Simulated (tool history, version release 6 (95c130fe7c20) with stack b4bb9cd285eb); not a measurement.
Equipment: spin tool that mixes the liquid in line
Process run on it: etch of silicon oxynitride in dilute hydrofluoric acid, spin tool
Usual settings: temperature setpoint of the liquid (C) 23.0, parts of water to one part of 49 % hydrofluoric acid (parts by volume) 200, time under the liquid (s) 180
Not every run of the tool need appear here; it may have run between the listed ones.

| run | hour | temperature setpoint of the liquid (C) | parts of water to one part of 49 % hydrofluoric acid (parts by volume) | time under the liquid (s) | read-back film thickness of the silicon oxynitride reference wafer, read on the same gauge (nm) | thickness taken off the silicon oxynitride on a monitor wafer (nm) |
|---|---|---|---|---|---|---|
| 1 | 0.0 | 23.0 | 200 | 180 | 120.012 | 3.945 |
| 2 | 49.6 | 23.0 | 135 | 180 | 119.983 | 6.111 |
| 3 | 96.7 | 23.0 | 135 | 180 | 119.998 | 6.272 |
| 4 | 135.1 | 21.5 | 200 | 135 | 120.021 | 2.751 |
| 5 | 169.0 | 21.5 | 200 | 135 | 120.028 | 2.757 |
| 6 | 230.5 | 23.0 | 200 | 210 | 119.988 | 4.532 |
| 7 | 289.1 | 23.0 | 200 | 210 | 120.010 | 4.613 |
| 8 | 335.6 | 24.5 | 200 | 180 | 120.004 | 4.228 |
| 9 | 551.6 | 24.5 | 200 | 180 | 119.984 | 4.245 |
| 10 | 588.2 | 23.0 | 200 | 180 | 119.988 | 3.985 |
| 11 | 616.0 | 23.0 | 200 | 180 | 119.991 | 3.958 |
| 12 | 682.1 | 19.5 | 200 | 130 | 120.003 | 2.427 |
| 13 | 731.2 | 23.0 | 200 | 180 | 119.975 | 3.820 |
| 14 | 758.0 | 18.5 | 110 | 180 | 120.015 | 6.021 |
| 15 | 796.6 | 23.0 | 200 | 180 | 119.959 | 3.826 |
| 16 | 824.5 | 23.0 | 200 | 180 | 119.996 | 3.755 |
| 17 | 856.4 | 26.5 | 290 | 85 | 120.015 | 1.359 |
| 18 | 890.4 | 26.0 | 250 | 235 | 120.008 | 4.333 |
| 19 | 950.9 | 23.0 | 200 | 180 | 120.007 | 3.857 |
| 20 | 990.6 | 23.0 | 200 | 180 | 120.049 | 3.788 |
| 21 | 1025.1 | 21.5 | 275 | 180 | 119.956 | 2.476 |
| 22 | 1091.9 | 19.0 | 155 | 210 | 119.993 | 5.098 |
| 23 | 1130.4 | 23.0 | 200 | 275 | 119.982 | 5.975 |
| 24 | 1170.2 | 23.0 | 200 | 180 | 120.028 | 3.871 |
| 25 | 1291.8 | 26.0 | 150 | 100 | 119.982 | 3.406 |
| 26 | 1319.7 | 19.5 | 120 | 145 | 120.010 | 4.712 |
| 27 | 1379.0 | 23.0 | 200 | 180 | 119.994 | 3.859 |
| 28 | 1430.5 | 26.0 | 285 | 80 | 120.023 | 1.281 |
| 29 | 1512.9 | 27.0 | 250 | 180 | 119.981 | 3.583 |
| 30 | 1544.5 | 21.0 | 200 | 150 | 120.014 | 2.953 |
| 31 | 1592.9 | 23.0 | 200 | 120 | 120.015 | 2.612 |
| 32 | 1627.0 | 21.5 | 165 | 230 | 120.010 | 5.759 |
| 33 | 1663.7 | 23.0 | 145 | 85 | 120.040 | 2.654 |

Put back what was entered between runs (3 entries, withheld): which listed runs does each sit between, and how does the hidden state differ from the listed run before to the listed run after?
Run 12 -> run 13: hydrofluoric acid flow meter replaced (hour 722.7)
  hydrofluoric acid flow above the setpoint (%): 3.8 -> 0.119
  measured minus no-state result, thickness taken off the silicon oxynitride on a monitor wafer (nm): +0.100 -> +0.006
Run 13 -> run 14: thermometer replaced (hour 749.7)
  hydrofluoric acid flow above the setpoint (%): 0.119 -> 0.173
  measured minus no-state result, thickness taken off the silicon oxynitride on a monitor wafer (nm): +0.006 -> +0.011
Run 19 -> run 20: gauge calibrated (hour 980.5)
  hydrofluoric acid flow above the setpoint (%): 0.556 -> 0.634
  measured minus no-state result, thickness taken off the silicon oxynitride on a monitor wafer (nm): +0.024 -> +0.027
